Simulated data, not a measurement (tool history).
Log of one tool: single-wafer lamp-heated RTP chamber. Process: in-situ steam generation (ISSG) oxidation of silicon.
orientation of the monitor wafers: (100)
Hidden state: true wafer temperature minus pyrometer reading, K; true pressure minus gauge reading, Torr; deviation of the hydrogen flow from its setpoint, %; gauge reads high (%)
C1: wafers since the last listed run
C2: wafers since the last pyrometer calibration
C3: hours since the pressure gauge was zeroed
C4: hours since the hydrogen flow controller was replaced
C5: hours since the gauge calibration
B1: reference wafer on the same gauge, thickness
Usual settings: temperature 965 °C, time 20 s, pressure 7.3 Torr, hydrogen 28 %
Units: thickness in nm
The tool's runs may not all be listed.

{"run": 1, "hour": 0.0, "temperature": 959, "time": 20, "pressure": 7.3, "hydrogen": 28, "C1": 0, "C2": 1153, "C3": 1011.8, "C4": 2922.9, "C5": 575.3, "B1": 5.533, "thickness": 4.628}
{"run": 2, "hour": 36.3, "temperature": 965, "time": 20, "pressure": 7.3, "hydrogen": 28, "C1": 462, "C2": 1616, "C3": 1048.1, "C4": 2959.2, "C5": 611.6, "B1": 5.536, "thickness": 4.729}
{"run": 3, "hour": 79.8, "temperature": 965, "time": 20, "pressure": 7.3, "hydrogen": 28, "C1": 554, "C2": 2171, "C3": 1091.6, "C4": 3002.7, "C5": 655.1, "B1": 5.531, "thickness": 4.716}
{"run": 4, "hour": 106.9, "temperature": 965, "time": 20, "pressure": 7.3, "hydrogen": 28, "C1": 345, "C2": 2516, "C3": 1118.7, "C4": 3029.8, "C5": 682.2, "B1": 5.527, "thickness": 4.705}
{"run": 5, "hour": 141.3, "temperature": 965, "time": 20, "pressure": 7.3, "hydrogen": 28, "C1": 438, "C2": 2955, "C3": 1153.1, "C4": 3064.2, "C5": 716.6, "B1": 5.53, "thickness": 4.738}
{"run": 6, "hour": 181.5, "temperature": 965, "time": 20, "pressure": 7.3, "hydrogen": 28, "C1": 512, "C2": 3467, "C3": 1193.3, "C4": 3104.4, "C5": 756.8, "B1": 5.524, "thickness": 4.698}
{"run": 7, "hour": 219.1, "temperature": 965, "time": 26, "pressure": 7.3, "hydrogen": 28, "C1": 479, "C2": 3947, "C3": 1230.9, "C4": 3142.0, "C5": 794.4, "B1": 5.525, "thickness": 5.28}
{"run": 8, "hour": 268.9, "temperature": 965, "time": 20, "pressure": 7.3, "hydrogen": 28, "C1": 634, "C2": 4582, "C3": 1280.7, "C4": 3191.8, "C5": 844.2, "B1": 5.52, "thickness": 4.719}
{"hour": 294.0, "done": "gauge calibrated"}
{"run": 9, "hour": 333.5, "temperature": 965, "time": 20, "pressure": 7.3, "hydrogen": 28, "C1": 823, "C2": 5405, "C3": 1345.3, "C4": 3256.4, "C5": 39.5, "B1": 5.645, "thickness": 4.819}
{"run": 10, "hour": 380.0, "temperature": 958, "time": 20, "pressure": 7.3, "hydrogen": 25, "C1": 592, "C2": 5998, "C3": 1391.8, "C4": 3302.9, "C5": 86.0, "B1": 5.63, "thickness": 4.56}
{"run": 11, "hour": 409.5, "temperature": 965, "time": 20, "pressure": 8.7, "hydrogen": 19, "C1": 376, "C2": 6374, "C3": 1421.3, "C4": 3332.4, "C5": 115.5, "B1": 5.617, "thickness": 4.359}
{"hour": 432.8, "done": "pyrometer window cleaned and pyrometer calibrated"}
{"run": 12, "hour": 467.7, "temperature": 965, "time": 15, "pressure": 6.9, "hydrogen": 28, "C1": 640, "C2": 444, "C3": 1479.5, "C4": 3390.6, "C5": 173.7, "B1": 5.599, "thickness": 4.274}
{"hour": 522.6, "done": "hydrogen flow controller replaced"}
{"run": 13, "hour": 523.1, "temperature": 965, "time": 20, "pressure": 6.9, "hydrogen": 28, "C1": 604, "C2": 1048, "C3": 1534.9, "C4": 0.5, "C5": 229.1, "B1": 5.588, "thickness": 4.747}
{"run": 14, "hour": 576.1, "temperature": 965, "time": 20, "pressure": 7.3, "hydrogen": 28, "C1": 675, "C2": 1724, "C3": 1587.9, "C4": 53.5, "C5": 282.1, "B1": 5.576, "thickness": 4.734}
{"hour": 612.7, "done": "pressure gauge zeroed"}
{"run": 15, "hour": 622.9, "temperature": 965, "time": 20, "pressure": 7.3, "hydrogen": 28, "C1": 494, "C2": 2219, "C3": 10.2, "C4": 100.3, "C5": 328.9, "B1": 5.568, "thickness": 4.745}
{"run": 16, "hour": 688.4, "temperature": 951, "time": 20, "pressure": 6.9, "hydrogen": 25, "C1": 835, "C2": 3054, "C3": 75.7, "C4": 165.8, "C5": 394.4, "B1": 5.557, "thickness": 4.385}
{"run": 17, "hour": 750.9, "temperature": 965, "time": 20, "pressure": 7.3, "hydrogen": 28, "C1": 796, "C2": 3851, "C3": 138.2, "C4": 228.3, "C5": 456.9, "B1": 5.549, "thickness": 4.755}
{"run": 18, "hour": 795.5, "temperature": 955, "time": 20, "pressure": 7.3, "hydrogen": 28, "C1": 568, "C2": 4419, "C3": 182.8, "C4": 272.9, "C5": 501.5, "B1": 5.542, "thickness": 4.599}
{"run": 19, "hour": 865.4, "temperature": 965, "time": 20, "pressure": 7.3, "hydrogen": 28, "C1": 891, "C2": 5310, "C3": 252.7, "C4": 342.8, "C5": 571.4, "B1": 5.54, "thickness": 4.764}

The same runs without the tool's hidden state, with the same run-to-run variation:
run=1 thickness=4.733
run=2 thickness=4.838
run=3 thickness=4.826
run=4 thickness=4.817
run=5 thickness=4.852
run=6 thickness=4.812
run=7 thickness=5.409
run=8 thickness=4.836
run=9 thickness=4.829
run=10 thickness=4.586
run=11 thickness=4.391
run=12 thickness=4.320
run=13 thickness=4.810
run=14 thickness=4.806
run=15 thickness=4.824
run=16 thickness=4.466
run=17 thickness=4.848
run=18 thickness=4.694
run=19 thickness=4.866
